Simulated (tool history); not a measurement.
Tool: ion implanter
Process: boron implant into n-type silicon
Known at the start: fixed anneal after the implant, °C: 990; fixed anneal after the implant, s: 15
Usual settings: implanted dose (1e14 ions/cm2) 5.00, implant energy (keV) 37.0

run    hour  implanted dose (1e14 ions/cm2)  implant energy (keV)  read-back reference wafer on the same gauge, sheet resistance  sheet resistance of the implanted and annealed layer (ohm/square)
  1     0.0                            5.00                  37.0                                                         225.99                                                             227.43
  2    32.2                            5.00                  28.5                                                         226.16                                                             233.66
  3    70.7                            5.00                  28.5                                                         226.62                                                             233.20
  4    97.1                            5.00                  28.5                                                         227.04                                                             231.28
  5   150.0                            5.00                  37.0                                                         227.08                                                             229.88
  6   214.9                            3.84                  37.0                                                         227.39                                                             282.43
  7   252.5                            5.00                  44.0                                                         227.54                                                             227.87
  8   299.9                            5.00                  44.0                                                         227.99                                                             228.15
      494.3  -- extraction supply calibrated
  9   494.8                            5.00                  44.0                                                         229.56                                                             229.07
 10   521.9                            5.00                  37.0                                                         230.15                                                             231.32
 11   547.4                            5.00                  37.0                                                         229.90                                                             234.88
 12   594.9                            5.00                  37.0                                                         229.89                                                             232.34
 13   659.1                            5.00                  37.0                                                         231.13                                                             232.29
      689.3  -- Faraday cup replaced and dose calibrated
 14   711.9                            6.08                  49.0                                                         230.95                                                             195.82
 15   748.3                            5.94                  47.0                                                         231.51                                                             201.07
      779.6  -- gauge calibrated
 16   789.4                            4.44                  29.5                                                         223.59                                                             251.29
 17   848.7                            4.33                  30.0                                                         224.01                                                             258.77
 18   899.7                            5.00                  37.0                                                         224.22                                                             225.52
 19   950.3                            3.53                  24.0                                                         224.61                                                             309.67
 20  1009.8                            6.03                  40.5                                                         225.29                                                             193.44
 21  1040.4                            5.00                  37.0                                                         225.26                                                             226.71
 22  1065.7                            6.11                  37.0                                                         225.49                                                             195.79
 23  1105.8                            5.00                  37.0                                                         225.51                                                             228.45
 24  1160.9                            5.41                  37.0                                                         226.33                                                             215.22
 25  1361.2                            5.75                  44.0                                                         227.48                                                             204.14
 26  1419.6                            4.58                  37.0                                                         228.33                                                             247.91

Forecast each of these 4 alternatives for the next run:
  A  1420.0                            5.70                  37.0                                                              ?                                                                  ?
  B  1420.0                            6.20                  48.5                                                              ?                                                                  ?
  C  1420.0                            6.04                  27.5                                                              ?                                                                  ?
  D  1420.0                            5.82                  29.5                                                              ?                                                                  ?

run  read-back reference wafer on the same gauge, sheet resistance  sheet resistance of the implanted and annealed layer (ohm/square)
  A                                                         227.81                                                             206.95
  B                                                         227.81                                                             190.67
  C                                                         227.81                                                             201.50
  D                                                         227.81                                                             206.67
Without the tool's hidden state the same runs would have given:
run  sheet resistance of the implanted and annealed layer (ohm/square)
  A                                                             203.39
  B                                                             187.39
  C                                                             198.03
  D                                                             203.13
